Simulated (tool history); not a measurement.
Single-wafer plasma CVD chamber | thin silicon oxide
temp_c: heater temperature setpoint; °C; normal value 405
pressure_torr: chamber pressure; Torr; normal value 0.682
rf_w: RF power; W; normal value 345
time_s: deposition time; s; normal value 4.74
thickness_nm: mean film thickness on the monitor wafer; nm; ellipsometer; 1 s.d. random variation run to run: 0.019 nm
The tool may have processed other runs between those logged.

| run | hour | temp_c | pressure_torr | rf_w | time_s | read-back reference wafer on the same gauge, thickness_nm | thickness_nm |
|---|---|---|---|---|---|---|---|
| 1 | 0.0 | 405 | 0.557 | 345 | 4.74 | 6.913 | 6.327 |
| 2 | 57.1 | 405 | 0.557 | 345 | 4.74 | 6.907 | 6.314 |
| 3 | 109.6 | 405 | 0.682 | 345 | 4.74 | 6.903 | 7.059 |
| 4 | 176.8 | 405 | 0.682 | 345 | 4.74 | 6.905 | 7.094 |
| 5 | 262.2 | 405 | 0.682 | 345 | 4.74 | 6.908 | 7.070 |
| 6 | 330.3 | 405 | 0.682 | 345 | 4.74 | 6.911 | 7.060 |
|  | 348.5 | RF generator calibrated |
| 7 | 368.5 | 405 | 0.682 | 345 | 4.74 | 6.909 | 7.089 |
| 8 | 487.9 | 405 | 0.682 | 345 | 4.74 | 6.912 | 7.030 |
|  | 528.5 | gauge calibrated |
|  | 542.7 | showerhead replaced |
| 9 | 543.2 | 400 | 0.852 | 345 | 4.47 | 6.907 | 7.650 |
| 10 | 598.9 | 395 | 0.682 | 390 | 5.18 | 6.911 | 8.013 |
| 11 | 661.7 | 405 | 0.591 | 315 | 4.74 | 6.909 | 6.345 |
|  | 766.7 | thermocouple changed; heater temperature recalibrated |
|  | 807.3 | capacitance manometer re-zeroed and calibrated |
| 12 | 848.9 | 393 | 0.682 | 345 | 5.05 | 6.913 | 7.823 |
| 13 | 881.5 | 410 | 0.682 | 345 | 4.12 | 6.900 | 6.266 |
| 14 | 948.8 | 418 | 0.560 | 345 | 4.74 | 6.916 | 6.418 |
| 15 | 1012.6 | 405 | 0.799 | 345 | 4.48 | 6.913 | 7.467 |
| 16 | 1051.7 | 405 | 0.682 | 345 | 4.74 | 6.907 | 7.222 |
| 17 | 1086.3 | 405 | 0.682 | 345 | 4.74 | 6.912 | 7.205 |

Consider 3 possible next runs. They are alternatives, not a sequence: every one starts from the tool as it was left by run 17. What does each give?
| A | 1086.7 | 405 | 0.682 | 345 | 4.74 | ? | ? |
| B | 1086.7 | 394 | 0.682 | 380 | 5.16 | ? | ? |
| C | 1086.7 | 405 | 0.824 | 310 | 4.74 | ? | ? |

| run | read-back reference wafer on the same gauge, thickness_nm | thickness_nm |
|---|---|---|
| A | 6.908 | 7.228 |
| B | 6.908 | 8.143 |
| C | 6.908 | 7.833 |
With no hidden state in the tool, these same runs would have given:
| run | thickness_nm |
|---|---|
| A | 7.308 |
| B | 8.233 |
| C | 7.910 |

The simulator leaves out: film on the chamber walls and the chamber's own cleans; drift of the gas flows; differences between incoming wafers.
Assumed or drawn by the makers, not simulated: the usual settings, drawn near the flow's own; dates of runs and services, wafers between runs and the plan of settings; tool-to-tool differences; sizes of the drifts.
